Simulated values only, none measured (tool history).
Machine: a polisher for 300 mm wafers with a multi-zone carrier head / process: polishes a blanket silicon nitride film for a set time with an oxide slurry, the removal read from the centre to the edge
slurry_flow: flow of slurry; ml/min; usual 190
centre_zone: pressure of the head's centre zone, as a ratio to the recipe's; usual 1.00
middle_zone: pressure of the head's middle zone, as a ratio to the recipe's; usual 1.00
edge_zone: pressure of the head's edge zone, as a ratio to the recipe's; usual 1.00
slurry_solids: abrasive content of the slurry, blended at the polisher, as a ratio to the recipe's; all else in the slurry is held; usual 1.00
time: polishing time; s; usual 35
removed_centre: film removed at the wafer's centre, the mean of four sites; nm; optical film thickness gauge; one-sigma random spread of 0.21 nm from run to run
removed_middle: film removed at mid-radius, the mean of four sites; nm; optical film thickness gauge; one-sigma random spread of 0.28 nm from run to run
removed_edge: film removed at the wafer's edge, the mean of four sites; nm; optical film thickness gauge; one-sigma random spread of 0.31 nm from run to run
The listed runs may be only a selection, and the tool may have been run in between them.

run   hour  slurry_flow  centre_zone  middle_zone  edge_zone  slurry_solids  time  incoming thickness of the incoming film, nm  removed_centre  removed_middle  removed_edge
  1    0.0          190         1.00         1.00       1.00           1.00    35                                        392.4            24.2            24.3          24.5
  2   14.2          190         1.00         1.00       1.00           1.00    35                                        384.6            23.8            24.0          23.7
  3   20.0          220         1.00         1.00       1.00           1.00    35                                        394.2            24.7            25.3          24.4
  4   34.9          190         1.00         1.05       1.00           1.00    35                                        388.0            23.8            26.0          24.0
  5   49.9          190         1.00         1.00       1.00           1.00    35                                        392.1            24.3            24.5          24.8
  6   65.3          190         1.00         1.00       1.00           1.00    35                                        391.3            24.0            24.8          24.0
  7   71.4          190         1.00         1.00       1.00           1.00    35                                        391.0            24.4            24.4          23.6
  8   88.8          190         1.00         1.00       1.00           1.00    35                                        388.4            24.0            24.1          24.3
  9   99.8          190         1.00         1.00       1.00           1.00    35                                        390.8            23.9            25.0          23.4
 10  141.1          190         1.00         1.00       1.00           1.00    35                                        384.5            23.8            24.7          23.7
 11  167.6          190         1.00         1.00       1.00           1.00    35                                        392.4            23.6            24.5          24.0
 12  176.5          190         1.00         1.00       1.00           1.00    35                                        392.9            24.0            24.1          24.3
 13  182.9          230         0.97         1.00       1.00           1.00    30                                        392.8            20.3            21.7          21.6
 14  190.4          190         0.91         1.00       0.90           0.90    44                                        389.8            26.4            30.2          27.5
 15  204.9          190         1.00         1.00       1.00           1.10    35                                        392.0            24.7            25.3          25.1
 16  221.5          190         1.00         1.00       1.00           1.15    24                                        389.4            17.6            17.4          17.2
 17  238.4          130         1.00         1.00       1.00           1.00    46                                        388.7            29.1            29.7          30.2
 18  247.3          190         1.00         0.96       1.00           0.75    35                                        388.4            21.0            21.1          21.4
 19  255.3          190         0.90         1.00       1.00           1.10    35                                        393.5            22.2            25.9          25.6
 20  272.6          190         1.00         1.00       1.00           1.00    35                                        390.7            24.2            24.6          23.8
 21  283.7          190         1.00         1.00       1.00           1.00    35                                        392.6            24.2            24.6          24.1
 22  289.8          190         1.00         0.93       1.00           0.85    35                                        395.8            22.7            21.9          22.6

Removed from this log: 8 entries logged between the listed runs. Between which two listed runs does each belong, and how does the tool's hidden state at the listed run before it compare with that at the listed run after it?
Logged between run 1 and run 2: worn pad replaced by a new one (hour 13.7)
  no difference in the tool's unlogged condition between these two runs
Logged between run 5 and run 6: edge zone pressure recalibrated (hour 52.5)
  no difference in the tool's unlogged condition between these two runs
Logged between run 7 and run 8: worn pad replaced by a new one (hour 84.1)
  no difference in the tool's unlogged condition between these two runs
Logged between run 9 and run 10: slurry nozzle cleaned (hour 130.2)
  no difference in the tool's unlogged condition between these two runs
Logged between run 10 and run 11: worn pad replaced by a new one (hour 164.6)
  no difference in the tool's unlogged condition between these two runs
Logged between run 14 and run 15: centre zone pressure recalibrated (hour 200.6); carrier head's membrane replaced by a new one (hour 204.4)
  no difference in the tool's unlogged condition between these two runs
Logged between run 16 and run 17: worn pad replaced by a new one (hour 235.2)
  no difference in the tool's unlogged condition between these two runs
